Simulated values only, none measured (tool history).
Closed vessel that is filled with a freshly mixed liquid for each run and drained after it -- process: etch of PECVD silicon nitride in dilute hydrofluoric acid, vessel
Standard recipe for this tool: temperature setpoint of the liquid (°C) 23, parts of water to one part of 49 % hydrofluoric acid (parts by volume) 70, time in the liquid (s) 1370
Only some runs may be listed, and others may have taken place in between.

run   hour  temperature setpoint of the liquid (°C)  parts of water to one part of 49 % hydrofluoric acid (parts by volume)  time in the liquid (s)  read-back film thickness of the PECVD silicon nitride reference wafer, read on the same gauge (nm)  thickness taken off the PECVD silicon nitride on a monitor wafer (angstrom)
  1      0                                     26.5                                                                      70                    1370                                                                                               60.03                                                                        623.1
  2   12.9                                     21.5                                                                      70                     895                                                                                               59.96                                                                        291.5
  3   28.5                                     21.5                                                                      70                     895                                                                                               59.94                                                                        288.9
  4   42.6                                       23                                                                      70                    1370                                                                                               60.04                                                                        488.4
  5   57.8                                       23                                                                      50                    1370                                                                                               60.02                                                                        683.9
  6   69.9                                       23                                                                      70                    1370                                                                                               59.95                                                                        489.7
  7   82.6                                       24                                                                      55                    1370                                                                                               59.96                                                                        666.4
  8   98.2                                       24                                                                      55                    1370                                                                                               59.96                                                                        666.3
     106.6  -- hydrofluoric acid flow meter replaced
  9  108.4                                       24                                                                      55                    1370                                                                                               59.99                                                                        663.8
 10  118.1                                     21.5                                                                      70                    1370                                                                                                  60                                                                        441.2
 11  134.1                                       23                                                                      40                    2015                                                                                               59.99                                                                         1250
     144.7  -- thermometer replaced
 12  145.2                                       25                                                                      85                    1925                                                                                               60.04                                                                        647.8
     154.4  -- gauge calibrated
 13    159                                       28                                                                      85                     685                                                                                               60.01                                                                        283.8
 14  172.3                                     18.5                                                                      50                    1370                                                                                                  60                                                                        495.8
 15  182.9                                     24.5                                                                      95                     810                                                                                               59.98                                                                        237.8
 16  197.3                                       25                                                                      85                    1925                                                                                               59.98                                                                          642
 17  209.4                                       26                                                                      55                     675                                                                                               60.06                                                                        376.6
 18  222.1                                       23                                                                      70                    1370                                                                                               60.02                                                                        493.1
 19  237.5                                       26                                                                      70                    1370                                                                                               60.03                                                                        601.5
 20  248.2                                       23                                                                      40                    1135                                                                                               59.95                                                                        705.3
 21    262                                       23                                                                      70                    1370                                                                                                  60                                                                        487.7

Each row is a separate what-if for the run after 21, all from the same tool condition, not one after another. Results?
  A   263                                       23                                                                     100                    1370                                                                                                   ?                                                                            ?
  B   263                                       23                                                                      45                    1045                                                                                                   ?                                                                            ?
  C   263                                       25                                                                      70                    1370                                                                                                   ?                                                                            ?
  D   263                                       23                                                                      70                     725                                                                                                   ?                                                                            ?
  E   263                                       27                                                                      70                     730                                                                                                   ?                                                                            ?

run  read-back film thickness of the PECVD silicon nitride reference wafer, read on the same gauge (nm)  thickness taken off the PECVD silicon nitride on a monitor wafer (angstrom)
  A                                                                                               59.96                                                                        342.4
  B                                                                                               59.96                                                                        571.6
  C                                                                                               59.96                                                                        555.8
  D                                                                                               59.96                                                                        257.3
  E                                                                                               59.96                                                                        337.8
Without the tool's hidden state the same runs would have given:
run  thickness taken off the PECVD silicon nitride on a monitor wafer (angstrom)
  A                                                                        342.4
  B                                                                        571.6
  C                                                                        555.8
  D                                                                        257.3
  E                                                                        337.8
